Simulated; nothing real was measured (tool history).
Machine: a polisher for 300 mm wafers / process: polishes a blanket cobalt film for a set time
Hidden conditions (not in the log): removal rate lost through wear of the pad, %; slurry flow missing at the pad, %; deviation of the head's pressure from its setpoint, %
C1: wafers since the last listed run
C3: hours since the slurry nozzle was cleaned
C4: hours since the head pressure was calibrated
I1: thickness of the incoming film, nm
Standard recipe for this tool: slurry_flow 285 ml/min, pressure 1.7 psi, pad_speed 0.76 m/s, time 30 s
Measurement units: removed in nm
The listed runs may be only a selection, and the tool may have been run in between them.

Run 1, hour 0: usual settings but slurry_flow 245 ml/min; C1 0; wafers polished on this pad 870; C3 230.6; C4 404.7; I1 1593.8. Result: removed 94.6 nm.
Run 2, hour 57.4: usual settings but pressure 1.2 psi; C1 819; wafers polished on this pad 1690; C3 288; C4 462.1; I1 1584.1. Result: removed 68.4 nm.
Run 3, hour 116.2: usual settings but pressure 1.2 psi; C1 839; wafers polished on this pad 2530; C3 346.8; C4 520.9; I1 1556.4. Result: removed 68.4 nm.
Run 4, hour 203: usual settings but pressure 1.2 psi; C1 1239; wafers polished on this pad 3770; C3 433.6; C4 607.7; I1 1578. Result: removed 68.8 nm.
Run 5, hour 267.5: usual settings but time 24 s; C1 921; wafers polished on this pad 4691; C3 498.1; C4 672.2; I1 1596.5. Result: removed 78.2 nm.
At hour 346.8: head pressure recalibrated.
Run 6, hour 365.3: usual settings but time 24 s; C1 1368; wafers polished on this pad 6059; C3 595.9; C4 18.5; I1 1553.3. Result: removed 72.8 nm.
Run 7, hour 411.3: usual settings; C1 657; wafers polished on this pad 6716; C3 641.9; C4 64.5; I1 1568.1. Result: removed 91.3 nm.
Run 8, hour 474.6: usual settings; C1 904; wafers polished on this pad 7620; C3 705.2; C4 127.8; I1 1593.3. Result: removed 92.4 nm.
Run 9, hour 550.7: usual settings; C1 1086; wafers polished on this pad 8707; C3 781.3; C4 203.9; I1 1552.1. Result: removed 93.9 nm.
Run 10, hour 612.9: usual settings; C1 888; wafers polished on this pad 9596; C3 843.5; C4 266.1; I1 1556.4. Result: removed 94.5 nm.
At hour 623.7: worn pad replaced by a new one, of another model than before.
Run 11, hour 649.4: usual settings; C1 464; wafers polished on this pad 367; C3 880; C4 302.6; I1 1564.9. Result: removed 94.8 nm.
At hour 694.2: slurry nozzle cleaned.
Run 12, hour 709.7: usual settings; C1 847; wafers polished on this pad 1214; C3 15.5; C4 362.9; I1 1588.1. Result: removed 93.7 nm.
Run 13, hour 782.3: usual settings but pressure 2 psi, pad_speed 0.92 m/s; C1 1036; wafers polished on this pad 2251; C3 88.1; C4 435.5; I1 1580.9. Result: removed 122.3 nm.
Run 14, hour 887.2: usual settings but pad_speed 0.86 m/s; C1 1498; wafers polished on this pad 3749; C3 193; C4 540.4; I1 1596.3. Result: removed 103.8 nm.
Run 15, hour 940.6: usual settings but pad_speed 0.88 m/s; C1 762; wafers polished on this pad 4512; C3 246.4; C4 593.8; I1 1541.8. Result: removed 105.1 nm.
At hour 972.6: head pressure recalibrated.
Run 16, hour 1029.4: usual settings but pad_speed 0.88 m/s; C1 1239; wafers polished on this pad 5751; C3 335.2; C4 56.8; I1 1560.9. Result: removed 99.6 nm.
Run 17, hour 1128.7: usual settings but pad_speed 1.02 m/s, time 27 s; C1 1418; wafers polished on this pad 7170; C3 434.5; C4 156.1; I1 1565.8. Result: removed 102.5 nm.
Run 18, hour 1187.2: usual settings but pad_speed 1.02 m/s, time 39 s; C1 835; wafers polished on this pad 8005; C3 493; C4 214.6; I1 1576.3. Result: removed 148.3 nm.
Run 19, hour 1254.6: usual settings but slurry_flow 315 ml/min, pressure 2.3 psi; C1 962; wafers polished on this pad 8968; C3 560.4; C4 282; I1 1558.1. Result: removed 118.1 nm.
Run 20, hour 1317.7: usual settings but pad_speed 0.62 m/s; C1 901; wafers polished on this pad 9869; C3 623.5; C4 345.1; I1 1547.4. Result: removed 80.9 nm.
At hour 1330.8: worn pad replaced by a new one.
Run 21, hour 1383.9: usual settings; C1 888; wafers polished on this pad 758; C3 689.7; C4 411.3; I1 1567.8. Result: removed 92.2 nm.
Run 22, hour 1477.6: usual settings but pressure 1.1 psi, pad_speed 0.5 m/s; C1 1338; wafers polished on this pad 2096; C3 783.4; C4 505; I1 1582.2. Result: removed 52.2 nm.
Run 23, hour 1543.9: usual settings but pad_speed 1 m/s; C1 946; wafers polished on this pad 3043; C3 849.7; C4 571.3; I1 1569.9. Result: removed 114.9 nm.
Run 24, hour 1622.7: usual settings but slurry_flow 370 ml/min, pressure 2.1 psi, pad_speed 0.96 m/s, time 22 s; C1 1125; wafers polished on this pad 4169; C3 928.5; C4 650.1; I1 1567.5. Result: removed 96.5 nm.
At hour 1627.3: slurry nozzle cleaned.
At hour 1632.2: head pressure recalibrated.
Run 25, hour 1672.8: usual settings but slurry_flow 360 ml/min, pad_speed 0.54 m/s; C1 672; wafers polished on this pad 4842; C3 45.5; C4 40.6; I1 1565.7. Result: removed 71.8 nm.
Run 26, hour 1778.4: usual settings but slurry_flow 215 ml/min, pressure 1.1 psi; C1 1508; wafers polished on this pad 6350; C3 151.1; C4 146.2; I1 1556.2. Result: removed 65.8 nm.
Run 27, hour 1831.7: usual settings but pad_speed 0.6 m/s, time 25 s; C1 761; wafers polished on this pad 7111; C3 204.4; C4 199.5; I1 1552.1. Result: removed 65.1 nm.
Run 28, hour 1871.6: usual settings but pressure 1.3 psi, pad_speed 0.92 m/s; C1 569; wafers polished on this pad 7681; C3 244.3; C4 239.4; I1 1603.9. Result: removed 87.3 nm.
Run 29, hour 1934.2: usual settings but pressure 1.9 psi; C1 894; wafers polished on this pad 8575; C3 306.9; C4 302; I1 1565.1. Result: removed 102.9 nm.
At hour 1962.3: worn pad replaced by a new one.
Run 30, hour 2002.7: usual settings but slurry_flow 245 ml/min; C1 921; wafers polished on this pad 576; C3 375.4; C4 370.5; I1 1583.1. Result: removed 92.2 nm.
Run 31, hour 2077.8: usual settings but pressure 1.9 psi, pad_speed 0.98 m/s, time 38 s; C1 1072; wafers polished on this pad 1649; C3 450.5; C4 445.6; I1 1557.6. Result: removed 156.7 nm.
Run 32, hour 2139.2: usual settings; C1 876; wafers polished on this pad 2526; C3 511.9; C4 507; I1 1557.7. Result: removed 93.8 nm.
Run 33, hour 2197.8: usual settings but slurry_flow 355 ml/min, pressure 1.1 psi, pad_speed 0.68 m/s; C1 837; wafers polished on this pad 3363; C3 570.5; C4 565.6; I1 1594.4. Result: removed 64.2 nm.
At hour 2225.3: head pressure recalibrated.
Run 34, hour 2268.7: usual settings but pad_speed 0.52 m/s, time 24 s; C1 984; wafers polished on this pad 4347; C3 641.4; C4 43.4; I1 1545.6. Result: removed 55.4 nm.
Run 35, hour 2346.2: usual settings; C1 1106; wafers polished on this pad 5454; C3 718.9; C4 120.9; I1 1560.7. Result: removed 91.8 nm.
Run 36, hour 2405.9: usual settings but pressure 1.4 psi, pad_speed 0.86 m/s, time 25 s; C1 852; wafers polished on this pad 6307; C3 778.6; C4 180.6; I1 1560.4. Result: removed 73.1 nm.
Run 37, hour 2451.1: usual settings; C1 645; wafers polished on this pad 6952; C3 823.8; C4 225.8; I1 1581.6. Result: removed 92.3 nm.

Run-by-run hidden state of the tool:
removal rate lost through wear of the pad, %: 0 across all the runs
slurry flow missing at the pad, %: 0 across all the runs
H1: deviation of the head's pressure from its setpoint, %
run    H1
  1   8.9
  2  9.24
  3  9.51
  4  9.79
  5  9.95
  6   1.7
  7  3.21
  8  4.85
  9  6.31
 10  7.19
 11   7.6
 12  8.15
 13  8.65
 14  9.14
 15  9.31
 16  1.27
 17  3.74
 18  4.76
 19  5.66
 20  6.29
 21  6.79
 22  7.28
 23  7.53
 24  7.74
 25  1.11
 26   3.9
 27  4.88
 28  5.49
 29  6.24
 30  6.86
 31  7.35
 32  7.65
 33  7.87
 34  2.73
 35  4.87
 36  6.09
 37  6.82
